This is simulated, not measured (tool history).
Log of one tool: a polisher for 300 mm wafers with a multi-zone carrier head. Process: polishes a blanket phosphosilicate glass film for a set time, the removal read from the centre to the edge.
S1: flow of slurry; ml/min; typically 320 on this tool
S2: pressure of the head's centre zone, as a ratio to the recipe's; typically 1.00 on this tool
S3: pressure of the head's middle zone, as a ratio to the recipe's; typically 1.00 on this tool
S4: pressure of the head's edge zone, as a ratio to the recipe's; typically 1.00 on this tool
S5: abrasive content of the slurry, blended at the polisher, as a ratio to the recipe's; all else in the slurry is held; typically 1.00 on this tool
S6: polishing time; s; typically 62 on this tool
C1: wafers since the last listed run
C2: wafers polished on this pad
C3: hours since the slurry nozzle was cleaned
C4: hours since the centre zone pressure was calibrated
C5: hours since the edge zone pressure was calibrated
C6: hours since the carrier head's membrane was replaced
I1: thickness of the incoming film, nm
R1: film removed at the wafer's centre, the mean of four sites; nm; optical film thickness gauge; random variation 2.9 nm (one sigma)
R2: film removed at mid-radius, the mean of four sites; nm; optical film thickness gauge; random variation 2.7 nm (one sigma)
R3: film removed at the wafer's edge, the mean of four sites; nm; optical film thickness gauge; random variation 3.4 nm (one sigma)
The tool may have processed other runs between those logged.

| run | day | S1 | S2 | S3 | S4 | S5 | S6 | C1 | C2 | C3 | C4 | C5 | C6 | I1 | R1 | R2 | R3 |
|---|---|---|---|---|---|---|---|---|---|---|---|---|---|---|---|---|---|
| 1 | 0.000 | 320 | 1.09 | 1.00 | 1.00 | 1.00 | 62 | 0 | 477 | 407.9 | 35.5 | 89.1 | 10.8 | 1962.0 | 381.0 | 348.1 | 359.8 |
| 2 | 0.400 | 320 | 1.09 | 1.00 | 1.00 | 1.00 | 62 | 68 | 545 | 417.5 | 45.1 | 98.7 | 20.4 | 1958.8 | 383.8 | 355.4 | 359.3 |
| 3 | 1.050 | 320 | 1.00 | 1.00 | 1.00 | 1.00 | 62 | 111 | 657 | 433.1 | 60.7 | 114.3 | 36.0 | 1905.6 | 350.8 | 350.7 | 358.7 |
| 4 | 1.479 | 355 | 1.00 | 1.00 | 1.09 | 1.00 | 62 | 73 | 730 | 443.4 | 71.0 | 124.6 | 46.3 | 1907.9 | 360.6 | 349.5 | 375.9 |
| 5 | 1.950 | 225 | 1.00 | 1.05 | 1.00 | 1.00 | 52 | 80 | 811 | 454.7 | 82.3 | 135.9 | 57.6 | 1918.3 | 277.0 | 288.1 | 289.1 |
| 6 | 2.542 | 210 | 0.97 | 1.00 | 1.09 | 1.10 | 62 | 101 | 913 | 468.9 | 96.5 | 150.1 | 71.8 | 1933.1 | 325.8 | 333.1 | 359.0 |
|  | 2.662 | slurry nozzle cleaned |
| 7 | 2.929 | 290 | 1.00 | 1.00 | 1.00 | 1.00 | 62 | 59 | 972 | 6.4 | 105.8 | 159.4 | 81.1 | 1944.1 | 368.2 | 360.9 | 371.7 |
| 8 | 3.438 | 320 | 1.00 | 0.88 | 1.00 | 0.90 | 48 | 87 | 1059 | 18.6 | 118.0 | 171.6 | 93.3 | 1923.6 | 279.1 | 245.8 | 281.8 |
|  | 3.742 | worn pad replaced by a new one |
| 9 | 3.762 | 320 | 1.00 | 1.00 | 1.00 | 1.25 | 62 | 27 | 3 | 26.4 | 125.8 | 179.4 | 101.1 | 1929.3 | 406.7 | 397.9 | 396.6 |
| 10 | 3.975 | 320 | 0.90 | 1.08 | 1.08 | 1.00 | 45 | 36 | 39 | 31.5 | 130.9 | 184.5 | 106.2 | 1926.8 | 253.1 | 286.2 | 277.7 |
| 11 | 4.675 | 320 | 1.11 | 1.00 | 1.10 | 1.15 | 62 | 120 | 159 | 48.3 | 147.7 | 201.3 | 123.0 | 1902.1 | 417.7 | 386.4 | 412.6 |
| 12 | 5.308 | 320 | 1.00 | 1.00 | 1.00 | 1.00 | 62 | 108 | 268 | 63.5 | 162.9 | 216.5 | 138.2 | 1938.4 | 373.7 | 368.7 | 372.6 |
| 13 | 5.667 | 225 | 1.00 | 1.00 | 1.00 | 1.00 | 62 | 61 | 329 | 72.1 | 171.5 | 225.1 | 146.8 | 1950.8 | 355.0 | 352.6 | 357.2 |
| 14 | 7.454 | 320 | 1.00 | 1.00 | 1.00 | 1.00 | 54 | 306 | 636 | 115.0 | 214.4 | 268.0 | 189.7 | 1929.3 | 323.4 | 320.2 | 318.1 |
| 15 | 8.096 | 320 | 1.00 | 1.00 | 1.00 | 1.00 | 62 | 110 | 746 | 130.4 | 229.8 | 283.4 | 205.1 | 1921.9 | 371.2 | 365.4 | 367.4 |
| 16 | 8.625 | 260 | 0.92 | 1.00 | 1.00 | 1.00 | 53 | 90 | 837 | 143.1 | 242.5 | 296.1 | 217.8 | 1945.6 | 291.6 | 307.5 | 302.4 |
| 17 | 8.883 | 320 | 1.10 | 1.00 | 1.00 | 1.00 | 52 | 44 | 881 | 149.3 | 248.7 | 302.3 | 224.0 | 1931.6 | 333.9 | 306.8 | 303.9 |
| 18 | 9.367 | 320 | 1.00 | 0.91 | 0.91 | 1.00 | 83 | 82 | 964 | 160.9 | 260.3 | 313.9 | 235.6 | 1933.9 | 496.6 | 446.5 | 471.4 |
| 19 | 9.646 | 320 | 1.00 | 1.00 | 1.00 | 1.00 | 62 | 47 | 1012 | 167.6 | 267.0 | 320.6 | 242.3 | 1942.4 | 372.8 | 363.4 | 373.3 |
|  | 10.058 | worn pad replaced by a new one |
| 20 | 10.150 | 320 | 1.00 | 1.00 | 1.10 | 1.00 | 71 | 57 | 15 | 179.7 | 279.1 | 332.7 | 254.4 | 1928.8 | 429.1 | 415.2 | 442.2 |
| 21 | 10.638 | 365 | 1.00 | 1.00 | 1.00 | 1.00 | 62 | 83 | 99 | 191.4 | 290.8 | 344.4 | 266.1 | 1917.4 | 380.1 | 369.0 | 368.2 |
| 22 | 11.171 | 320 | 1.00 | 1.00 | 1.03 | 0.90 | 52 | 91 | 190 | 204.2 | 303.6 | 357.2 | 278.9 | 1948.4 | 297.1 | 296.9 | 302.8 |
| 23 | 11.733 | 265 | 0.96 | 1.00 | 0.93 | 0.85 | 62 | 96 | 287 | 217.7 | 317.1 | 370.7 | 292.4 | 1914.4 | 334.4 | 332.0 | 331.7 |

Consider 3 possible next runs. They are alternatives, not a sequence: every one starts from the tool as it was left by run 23. What does each give?
| A | 11.750 | 320 | 1.00 | 1.00 | 1.00 | 1.00 | 62 | 2 | 290 | 218.1 | 317.5 | 371.1 | 292.8 | 1940.1 | ? | ? | ? |
| B | 11.750 | 320 | 1.12 | 0.91 | 1.00 | 1.00 | 62 | 2 | 290 | 218.1 | 317.5 | 371.1 | 292.8 | 1940.1 | ? | ? | ? |
| C | 11.750 | 320 | 0.90 | 1.00 | 1.00 | 1.00 | 62 | 2 | 290 | 218.1 | 317.5 | 371.1 | 292.8 | 1940.1 | ? | ? | ? |

| run | R1 | R2 | R3 |
|---|---|---|---|
| A | 364.5 | 360.5 | 370.8 |
| B | 397.4 | 332.9 | 371.3 |
| C | 336.8 | 360.6 | 370.8 |
Without the tool's hidden state the same runs would have given:
| run | R1 | R2 | R3 |
|---|---|---|---|
| A | 372.3 | 367.4 | 376.2 |
| B | 405.9 | 339.3 | 376.7 |
| C | 344.0 | 367.6 | 376.2 |

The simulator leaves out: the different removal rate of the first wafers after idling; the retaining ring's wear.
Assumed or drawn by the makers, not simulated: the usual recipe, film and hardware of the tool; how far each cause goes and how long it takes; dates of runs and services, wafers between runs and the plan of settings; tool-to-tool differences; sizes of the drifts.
